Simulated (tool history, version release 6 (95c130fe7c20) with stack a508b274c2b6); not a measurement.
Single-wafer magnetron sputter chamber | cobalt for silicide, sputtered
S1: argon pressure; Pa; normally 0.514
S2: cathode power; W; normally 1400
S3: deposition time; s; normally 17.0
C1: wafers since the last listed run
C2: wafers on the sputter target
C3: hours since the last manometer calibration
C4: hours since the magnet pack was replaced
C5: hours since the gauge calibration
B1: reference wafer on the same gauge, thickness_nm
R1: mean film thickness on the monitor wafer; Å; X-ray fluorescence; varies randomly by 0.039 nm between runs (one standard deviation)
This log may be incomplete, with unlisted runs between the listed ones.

run    hour     S1    S2    S3    C1    C2      C3      C4     C5      B1      R1
  1     0.0  0.514  1400  17.0     0  4024  2020.4  8025.6   85.5  12.900  116.36
  2    55.8  0.514  1400  17.0  1068  5092  2076.2  8081.4  141.3  12.892  116.08
  3    82.7  0.514  1400  17.0   514  5607  2103.1  8108.3  168.2  12.894  116.44
  4   111.5  0.514  1500  17.0   551  6158  2131.9  8137.1  197.0  12.903  124.23
  5   145.1  0.514  1500  17.0   643  6802  2165.5  8170.7  230.6  12.901  123.72
      172.8  -- sputter target and shields replaced
  6   275.5  0.514  1600  17.0  2343  1965  2295.9  8301.1  361.0  12.904  131.74
  7   303.0  0.514  1600  17.0   526  2491  2323.4  8328.6  388.5  12.895  132.66
  8   372.7  0.514  1600  17.0  1334  3825  2393.1  8398.3  458.2  12.892  132.15
  9   412.0  0.514  1400  17.0   752  4578  2432.4  8437.6  497.5  12.891  116.28
 10   465.5  0.514  1400  17.0  1024  5602  2485.9  8491.1  551.0  12.887  116.37
      525.3  -- sputter target and shields replaced
 11   533.3  0.514  1400  17.0  1144   153  2553.7  8558.9  618.8  12.895  116.02
      558.2  -- gauge calibrated
 12   593.6  0.514  1400  17.0  1154  1308  2614.0  8619.2   35.4  12.889  116.27
 13   714.8  0.345  1400  17.0  2320  3628  2735.2  8740.4  156.6  12.892  121.82
      747.3  -- capacitance manometer re-zeroed and calibrated
 14   773.5  0.514  1500  17.0   970  4598    26.2  8799.1  215.3  12.901  124.26
 15   802.3  0.514  1400  18.5   551  5150    55.0  8827.9  244.1  12.904  126.33
      824.9  -- magnet pack replaced
 16   862.8  0.514  1600  13.7  1004  6155   115.5    37.9  304.6  12.887  106.96
      912.1  -- sputter target and shields replaced
 17   914.4  0.514  1150  16.1   834    44   167.1    89.5  356.2  12.887   90.85
 18   981.4  0.696  1550  13.9  1282  1327   234.1   156.5  423.2  12.893   98.69
 19  1044.9  0.426  1200  18.0  1215  2542   297.6   220.0  486.7  12.902  109.10
 20  1073.0  0.514  1150  19.4   537  3080   325.7   248.1  514.8  12.912  109.58
 21  1137.0  0.714  1650  13.7  1225  4305   389.7   312.1  578.8  12.899  102.59
 22  1169.2  0.350  1400  18.9   616  4922   421.9   344.3  611.0  12.902  136.20
 23  1198.0  0.592  1400  15.3   551  5473   450.7   373.1  639.8  12.892  102.04

Give the tool's hidden conditions for every run:
deposition rate above that of a new target (%): 0 across all the runs
true argon pressure above the setpoint (%): 0 across all the runs
gauge reads high (%): 0 across all the runs

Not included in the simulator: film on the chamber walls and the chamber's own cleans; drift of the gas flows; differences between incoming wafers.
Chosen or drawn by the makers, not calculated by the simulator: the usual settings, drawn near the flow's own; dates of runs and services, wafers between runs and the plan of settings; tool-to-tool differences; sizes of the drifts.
